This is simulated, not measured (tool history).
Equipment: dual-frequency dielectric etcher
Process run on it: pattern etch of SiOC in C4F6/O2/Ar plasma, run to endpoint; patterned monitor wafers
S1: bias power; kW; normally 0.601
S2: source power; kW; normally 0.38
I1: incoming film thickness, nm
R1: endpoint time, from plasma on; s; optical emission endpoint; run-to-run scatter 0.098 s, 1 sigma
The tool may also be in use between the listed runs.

run 1 hour=0 | S1=0.601 S2=0.38 | I1=47.71 | R1=15.2
-- hour=70.4 wet clean of the chamber
run 2 hour=102.4 | S1=0.601 S2=0.38 | I1=47.67 | R1=14.7
run 3 hour=178.8 | S1=0.561 S2=0.38 | I1=47.67 | R1=15.4
run 4 hour=475.3 | S1=0.561 S2=0.38 | I1=48.25 | R1=16.1
run 5 hour=568.9 | S1=0.561 S2=0.38 | I1=47.75 | R1=16.2
-- hour=658.6 wet clean of the chamber
run 6 hour=659.1 | S1=0.601 S2=0.38 | I1=47.88 | R1=14.4
run 7 hour=710.4 | S1=0.601 S2=0.38 | I1=47.62 | R1=14.5
run 8 hour=814.4 | S1=0.601 S2=0.38 | I1=47.42 | R1=14.6
run 9 hour=918.7 | S1=0.601 S2=0.38 | I1=47.91 | R1=15
run 10 hour=1113.8 | S1=0.601 S2=0.38 | I1=47.79 | R1=15
-- hour=1163.2 wet clean of the chamber
run 11 hour=1170.7 | S1=0.601 S2=0.38 | I1=47.99 | R1=14.9
run 12 hour=1215.1 | S1=0.601 S2=0.38 | I1=48.24 | R1=14.9
run 13 hour=1314.9 | S1=0.634 S2=0.38 | I1=47.86 | R1=14.2
run 14 hour=1357.5 | S1=0.601 S2=0.38 | I1=47.65 | R1=14.9
run 15 hour=1419.2 | S1=0.467 S2=0.46 | I1=47.82 | R1=16.5
run 16 hour=1517.8 | S1=0.601 S2=0.38 | I1=47.69 | R1=15.1
run 17 hour=1574.7 | S1=0.601 S2=0.38 | I1=47.93 | R1=15.2
-- hour=1691.3 wet clean of the chamber
run 18 hour=1691.8 | S1=0.651 S2=0.29 | I1=47.87 | R1=15.2
run 19 hour=1713.4 | S1=0.508 S2=0.32 | I1=47.45 | R1=17
-- hour=1755.7 upper electrode replaced
-- hour=1770.2 bias power generator calibrated
run 20 hour=1771 | S1=0.493 S2=0.41 | I1=47.52 | R1=16.2
run 21 hour=1840.8 | S1=0.739 S2=0.43 | I1=48.03 | R1=12.6
run 22 hour=1904.6 | S1=0.601 S2=0.38 | I1=47.79 | R1=14.9
run 23 hour=1971.2 | S1=0.601 S2=0.38 | I1=47.94 | R1=15.1
-- hour=2064.8 source power generator calibrated
run 24 hour=2077.2 | S1=0.75 S2=0.31 | I1=47.78 | R1=14.1
-- hour=2225 wet clean of the chamber
run 25 hour=2346.4 | S1=0.601 S2=0.38 | I1=47.67 | R1=14.7
run 26 hour=2434.7 | S1=0.484 S2=0.32 | I1=47.87 | R1=18.2
run 27 hour=2518.2 | S1=0.556 S2=0.3 | I1=47.63 | R1=16.8
run 28 hour=2593.5 | S1=0.492 S2=0.29 | I1=48 | R1=18.7

Below are 3 alternative next runs, each starting from the tool's condition after run 28. Predict each:
run A hour=2593.9 | S1=0.601 S2=0.43 | I1=47.41 | R1=?
run B hour=2593.9 | S1=0.662 S2=0.38 | I1=47.41 | R1=?
run C hour=2593.9 | S1=0.556 S2=0.46 | I1=47.41 | R1=?

run=A R1=14.4
run=B R1=14.2
run=C R1=14.8
What these runs would have given with no unlogged condition in the tool:
run=A R1=13.9
run=B R1=13.7
run=C R1=14.3
